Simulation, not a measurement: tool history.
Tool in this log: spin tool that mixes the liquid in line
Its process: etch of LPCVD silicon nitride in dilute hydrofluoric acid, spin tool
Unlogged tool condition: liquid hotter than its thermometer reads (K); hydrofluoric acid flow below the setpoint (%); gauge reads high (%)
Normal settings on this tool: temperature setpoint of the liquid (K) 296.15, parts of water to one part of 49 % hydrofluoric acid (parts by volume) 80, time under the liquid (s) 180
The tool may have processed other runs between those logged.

| run | hour | temperature setpoint of the liquid (K) | parts of water to one part of 49 % hydrofluoric acid (parts by volume) | time under the liquid (s) | wafers since the last listed run | hours since the thermometer was replaced | hours since the hydrofluoric acid flow meter was replaced | hours since the gauge calibration | read-back film thickness of the LPCVD silicon nitride reference wafer, read on the same gauge (nm) | thickness taken off the LPCVD silicon nitride on a monitor wafer (nm) |
|---|---|---|---|---|---|---|---|---|---|---|
| 1 | 0.0 | 293.15 | 90 | 180 | 0 | 1355.9 | 2055.6 | 2380.2 | 29.991 | 0.760 |
| 2 | 33.0 | 296.15 | 80 | 180 | 180 | 1388.9 | 2088.6 | 2413.2 | 29.999 | 1.060 |
| 3 | 75.8 | 296.15 | 80 | 180 | 233 | 1431.7 | 2131.4 | 2456.0 | 30.000 | 1.058 |
| 4 | 124.4 | 296.15 | 80 | 180 | 265 | 1480.3 | 2180.0 | 2504.6 | 29.976 | 1.098 |
| 5 | 153.7 | 296.15 | 80 | 180 | 160 | 1509.6 | 2209.3 | 2533.9 | 29.984 | 1.071 |
| 6 | 207.1 | 296.15 | 80 | 180 | 291 | 1563.0 | 2262.7 | 2587.3 | 29.998 | 1.092 |
|  | 249.1 | thermometer replaced |
| 7 | 256.0 | 296.15 | 80 | 120 | 261 | 6.9 | 2311.6 | 2636.2 | 29.981 | 0.606 |
|  | 282.2 | gauge calibrated |
| 8 | 311.5 | 296.15 | 80 | 125 | 303 | 62.4 | 2367.1 | 29.3 | 30.013 | 0.664 |
| 9 | 350.5 | 296.15 | 60 | 230 | 212 | 101.4 | 2406.1 | 68.3 | 30.020 | 1.560 |
| 10 | 412.2 | 294.65 | 120 | 180 | 336 | 163.1 | 2467.8 | 130.0 | 30.000 | 0.571 |
|  | 427.2 | hydrofluoric acid flow meter replaced |
| 11 | 453.4 | 293.65 | 80 | 70 | 219 | 204.3 | 26.2 | 171.2 | 29.995 | 0.342 |
| 12 | 525.3 | 299.65 | 50 | 120 | 392 | 276.2 | 98.1 | 243.1 | 30.018 | 1.412 |
| 13 | 583.2 | 291.15 | 55 | 240 | 316 | 334.1 | 156.0 | 301.0 | 30.033 | 1.469 |
| 14 | 704.5 | 291.65 | 100 | 180 | 662 | 455.4 | 277.3 | 422.3 | 29.982 | 0.635 |
| 15 | 748.7 | 292.15 | 80 | 180 | 241 | 499.6 | 321.5 | 466.5 | 30.005 | 0.813 |
| 16 | 841.7 | 298.15 | 50 | 180 | 507 | 592.6 | 414.5 | 559.5 | 30.018 | 1.858 |
| 17 | 883.7 | 292.15 | 80 | 180 | 229 | 634.6 | 456.5 | 601.5 | 30.001 | 0.831 |
| 18 | 920.0 | 296.15 | 110 | 220 | 198 | 670.9 | 492.8 | 637.8 | 30.005 | 0.927 |
| 19 | 981.9 | 296.15 | 55 | 130 | 338 | 732.8 | 554.7 | 699.7 | 30.011 | 1.183 |
| 20 | 1025.7 | 291.65 | 100 | 180 | 239 | 776.6 | 598.5 | 743.5 | 29.996 | 0.650 |
| 21 | 1077.1 | 299.15 | 110 | 95 | 280 | 828.0 | 649.9 | 794.9 | 29.987 | 0.520 |
| 22 | 1102.4 | 296.15 | 80 | 180 | 138 | 853.3 | 675.2 | 820.2 | 29.984 | 1.022 |
| 23 | 1131.5 | 299.65 | 100 | 265 | 158 | 882.4 | 704.3 | 849.3 | 29.982 | 1.556 |
| 24 | 1345.9 | 296.15 | 80 | 285 | 1170 | 1096.8 | 918.7 | 1063.7 | 29.996 | 1.731 |
| 25 | 1399.9 | 296.15 | 80 | 180 | 294 | 1150.8 | 972.7 | 1117.7 | 30.009 | 1.116 |
| 26 | 1426.9 | 294.65 | 115 | 180 | 147 | 1177.8 | 999.7 | 1144.7 | 29.989 | 0.684 |
| 27 | 1485.1 | 296.15 | 80 | 180 | 317 | 1236.0 | 1057.9 | 1202.9 | 30.010 | 1.123 |
| 28 | 1515.7 | 299.65 | 50 | 150 | 167 | 1266.6 | 1088.5 | 1233.5 | 29.992 | 1.853 |
| 29 | 1551.0 | 298.15 | 80 | 180 | 192 | 1301.9 | 1123.8 | 1268.8 | 30.014 | 1.247 |
| 30 | 1615.2 | 296.15 | 105 | 95 | 350 | 1366.1 | 1188.0 | 1333.0 | 30.005 | 0.456 |

Run 31 comes next. What will it give?
| 31 | 1673.7 | 299.15 | 80 | 225 | 319 | 1424.6 | 1246.5 | 1391.5 | ? | ? |

read-back film thickness of the LPCVD silicon nitride reference wafer, read on the same gauge (nm): 29.990
thickness taken off the LPCVD silicon nitride on a monitor wafer (nm): 1.765
Had the tool carried no hidden state, the very same run would have given thickness taken off the LPCVD silicon nitride on a monitor wafer (nm) 1.610.
